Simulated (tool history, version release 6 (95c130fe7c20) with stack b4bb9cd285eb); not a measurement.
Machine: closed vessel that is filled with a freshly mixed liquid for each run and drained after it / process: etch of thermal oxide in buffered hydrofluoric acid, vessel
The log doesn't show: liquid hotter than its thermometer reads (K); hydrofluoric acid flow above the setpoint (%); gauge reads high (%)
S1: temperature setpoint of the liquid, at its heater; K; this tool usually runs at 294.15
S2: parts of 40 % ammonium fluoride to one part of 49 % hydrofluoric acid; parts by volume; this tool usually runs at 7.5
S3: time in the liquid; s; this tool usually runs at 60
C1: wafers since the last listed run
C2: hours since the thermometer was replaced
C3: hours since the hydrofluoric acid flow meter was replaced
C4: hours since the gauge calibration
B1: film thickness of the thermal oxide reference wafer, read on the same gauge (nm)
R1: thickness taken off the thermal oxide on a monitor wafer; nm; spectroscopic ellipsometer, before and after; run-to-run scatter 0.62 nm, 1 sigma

{"run": 1, "hour": 0.0, "S1": 294.15, "S2": 7.5, "S3": 60, "C1": 0, "C2": 177.9, "C3": 185.9, "C4": 23, "B1": 130.01, "R1": 78.41}
{"run": 2, "hour": 13.3, "S1": 294.15, "S2": 7.5, "S3": 60, "C1": 900, "C2": 191.2, "C3": 199.2, "C4": 36.3, "B1": 130.01, "R1": 78.63}
{"run": 3, "hour": 31.7, "S1": 294.15, "S2": 7.5, "S3": 60, "C1": 1245, "C2": 209.6, "C3": 217.6, "C4": 54.7, "B1": 130.04, "R1": 79.43}
{"run": 4, "hour": 62.4, "S1": 294.15, "S2": 7.5, "S3": 60, "C1": 2078, "C2": 240.3, "C3": 248.3, "C4": 85.4, "B1": 129.98, "R1": 78.27}
{"run": 5, "hour": 94.4, "S1": 294.15, "S2": 7.5, "S3": 60, "C1": 2166, "C2": 272.3, "C3": 280.3, "C4": 117.4, "B1": 130.03, "R1": 79.51}
{"run": 6, "hour": 120.4, "S1": 290.15, "S2": 7.5, "S3": 60, "C1": 1760, "C2": 298.3, "C3": 306.3, "C4": 143.4, "B1": 130.02, "R1": 61.85}
{"run": 7, "hour": 138.9, "S1": 290.15, "S2": 7.5, "S3": 60, "C1": 1252, "C2": 316.8, "C3": 324.8, "C4": 161.9, "B1": 130, "R1": 62.61}
{"run": 8, "hour": 154.6, "S1": 294.15, "S2": 7.5, "S3": 60, "C1": 1062, "C2": 332.5, "C3": 340.5, "C4": 177.6, "B1": 129.99, "R1": 78.07}
{"run": 9, "hour": 173.9, "S1": 294.15, "S2": 7.5, "S3": 60, "C1": 1306, "C2": 351.8, "C3": 359.8, "C4": 196.9, "B1": 129.98, "R1": 77.6}
{"run": 10, "hour": 200.3, "S1": 294.15, "S2": 7.5, "S3": 30, "C1": 1787, "C2": 378.2, "C3": 386.2, "C4": 223.3, "B1": 130, "R1": 38.66}
{"run": 11, "hour": 215.9, "S1": 294.15, "S2": 7.5, "S3": 30, "C1": 1056, "C2": 393.8, "C3": 401.8, "C4": 238.9, "B1": 130.02, "R1": 39.09}
{"run": 12, "hour": 228.4, "S1": 296.65, "S2": 6.5, "S3": 95, "C1": 846, "C2": 406.3, "C3": 414.3, "C4": 251.4, "B1": 129.98, "R1": 162.73}
{"hour": 251.8, "done": "hydrofluoric acid flow meter replaced"}
{"run": 13, "hour": 262.5, "S1": 290.65, "S2": 5, "S3": 60, "C1": 2240, "C2": 440.4, "C3": 10.7, "C4": 285.5, "B1": 130.06, "R1": 92.22}
{"hour": 278.5, "done": "gauge calibrated"}
{"run": 14, "hour": 295.0, "S1": 297.15, "S2": 6.5, "S3": 60, "C1": 2200, "C2": 472.9, "C3": 43.2, "C4": 16.5, "B1": 129.95, "R1": 105.46}
{"hour": 310.7, "done": "thermometer replaced"}
{"run": 15, "hour": 321.5, "S1": 296.15, "S2": 7.5, "S3": 70, "C1": 1726, "C2": 10.8, "C3": 69.7, "C4": 43, "B1": 129.99, "R1": 101.5}
{"run": 16, "hour": 336.0, "S1": 292.15, "S2": 10, "S3": 40, "C1": 981, "C2": 25.3, "C3": 84.2, "C4": 57.5, "B1": 130, "R1": 35.55}
{"run": 17, "hour": 354.0, "S1": 294.15, "S2": 7.5, "S3": 60, "C1": 1218, "C2": 43.3, "C3": 102.2, "C4": 75.5, "B1": 129.97, "R1": 77.89}
{"run": 18, "hour": 374.0, "S1": 297.15, "S2": 6.5, "S3": 60, "C1": 1353, "C2": 63.3, "C3": 122.2, "C4": 95.5, "B1": 130.04, "R1": 106.89}
{"run": 19, "hour": 404.1, "S1": 292.15, "S2": 10, "S3": 35, "C1": 2037, "C2": 93.4, "C3": 152.3, "C4": 125.6, "B1": 130.02, "R1": 31.35}
{"run": 20, "hour": 426.4, "S1": 296.65, "S2": 7.5, "S3": 70, "C1": 1509, "C2": 115.7, "C3": 174.6, "C4": 147.9, "B1": 130.03, "R1": 104.32}
{"run": 21, "hour": 459.9, "S1": 298.15, "S2": 9, "S3": 75, "C1": 2267, "C2": 149.2, "C3": 208.1, "C4": 181.4, "B1": 130.01, "R1": 99.37}
{"run": 22, "hour": 478.8, "S1": 297.15, "S2": 10, "S3": 85, "C1": 1279, "C2": 168.1, "C3": 227, "C4": 200.3, "B1": 130.01, "R1": 99.82}
{"run": 23, "hour": 503.9, "S1": 294.15, "S2": 7.5, "S3": 60, "C1": 1699, "C2": 193.2, "C3": 252.1, "C4": 225.4, "B1": 130, "R1": 77.99}

State the hidden condition of the tool at each of the runs:
liquid hotter than its thermometer reads (K): 0 at every run
hydrofluoric acid flow above the setpoint (%): 0 at every run
gauge reads high (%): 0 at every run

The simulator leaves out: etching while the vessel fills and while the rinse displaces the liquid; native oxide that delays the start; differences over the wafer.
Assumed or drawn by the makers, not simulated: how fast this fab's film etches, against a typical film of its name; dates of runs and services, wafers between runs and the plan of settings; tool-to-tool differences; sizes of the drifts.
